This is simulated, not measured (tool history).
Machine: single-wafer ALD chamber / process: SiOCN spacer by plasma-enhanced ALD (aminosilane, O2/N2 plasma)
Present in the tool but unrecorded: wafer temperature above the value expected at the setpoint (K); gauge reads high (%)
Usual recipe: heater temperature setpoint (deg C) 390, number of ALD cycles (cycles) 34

run    hour  heater temperature setpoint (deg C)  number of ALD cycles (cycles)  wafers since the last listed run  hours since the last thermocouple change  hours since the gauge calibration  read-back reference wafer on the same gauge, thickness_nm  mean film thickness on the monitor wafer (nm)
  1     0.0                                  390                             34                                 0                                     860.8                               76.4                                                      1.760                                          1.933
  2    68.9                                  390                             34                               702                                     929.7                              145.3                                                      1.761                                          1.935
  3   109.7                                  390                             34                               415                                     970.5                              186.1                                                      1.761                                          1.933
  4   175.1                                  390                             34                               666                                    1035.9                              251.5                                                      1.760                                          1.936
  5   242.9                                  390                             37                               690                                    1103.7                              319.3                                                      1.760                                          2.100
  6   348.3                                  390                             34                              1073                                    1209.1                              424.7                                                      1.758                                          1.922
  7   395.2                                  390                             34                               477                                    1256.0                              471.6                                                      1.760                                          1.932
  8   457.9                                  390                             32                               638                                    1318.7                              534.3                                                      1.759                                          1.823
  9   482.4                                  390                             32                               249                                    1343.2                              558.8                                                      1.761                                          1.823
 10   536.1                                  390                             34                               547                                    1396.9                              612.5                                                      1.761                                          1.937
 11   738.2                                  390                             34                              2059                                    1599.0                              814.6                                                      1.760                                          1.935
 12   772.4                                  390                             34                               348                                    1633.2                              848.8                                                      1.760                                          1.937
 13   915.5                                  390                             34                              1458                                    1776.3                              991.9                                                      1.761                                          1.934
 14  1117.6                                  395                             32                              2059                                    1978.4                             1194.0                                                      1.760                                          1.816
 15  1176.2                                  395                             32                               597                                    2037.0                             1252.6                                                      1.758                                          1.810
 16  1220.2                                  390                             34                               448                                    2081.0                             1296.6                                                      1.762                                          1.937
     1260.3  -- gauge calibrated
 17  1264.8                                  390                             34                               454                                    2125.6                                4.5                                                      1.760                                          1.940
 18  1290.1                                  390                             34                               257                                    2150.9                               29.8                                                      1.760                                          1.928
 19  1327.3                                  390                             30                               379                                    2188.1                               67.0                                                      1.761                                          1.702
 20  1372.5                                  390                             34                               460                                    2233.3                              112.2                                                      1.760                                          1.932
 21  1424.7                                  390                             29                               531                                    2285.5                              164.4                                                      1.761                                          1.655
     1458.0  -- thermocouple changed; heater temperature recalibrated
 22  1473.6                                  390                             39                               416                                      15.6                              213.3                                                      1.762                                          2.217
 23  1508.2                                  390                             34                               352                                      50.2                              247.9                                                      1.759                                          1.937
 24  1575.0                                  402                             29                               680                                     117.0                              314.7                                                      1.760                                          1.633
 25  1632.8                                  394                             36                               588                                     174.8                              372.5                                                      1.761                                          2.054
 26  1670.9                                  380                             38                               388                                     212.9                              410.6                                                      1.760                                          2.167
 27  1810.6                                  375                             34                              1423                                     352.6                              550.3                                                      1.760                                          1.936
 28  1855.9                                  401                             34                               461                                     397.9                              595.6                                                      1.760                                          1.927
 29  1895.2                                  390                             34                               400                                     437.2                              634.9                                                      1.760                                          1.933
 30  1949.4                                  385                             37                               552                                     491.4                              689.1                                                      1.760                                          2.099
 31  1973.9                                  384                             40                               249                                     515.9                              713.6                                                      1.760                                          2.285
 32  2019.1                                  403                             36                               460                                     561.1                              758.8                                                      1.760                                          2.015
 33  2090.1                                  379                             29                               723                                     632.1                              829.8                                                      1.761                                          1.651

List, for all runs, the conditions of the tool that the log does not record:
wafer temperature above the value expected at the setpoint (K): 0, the same for each run
gauge reads high (%): 0, the same for each run
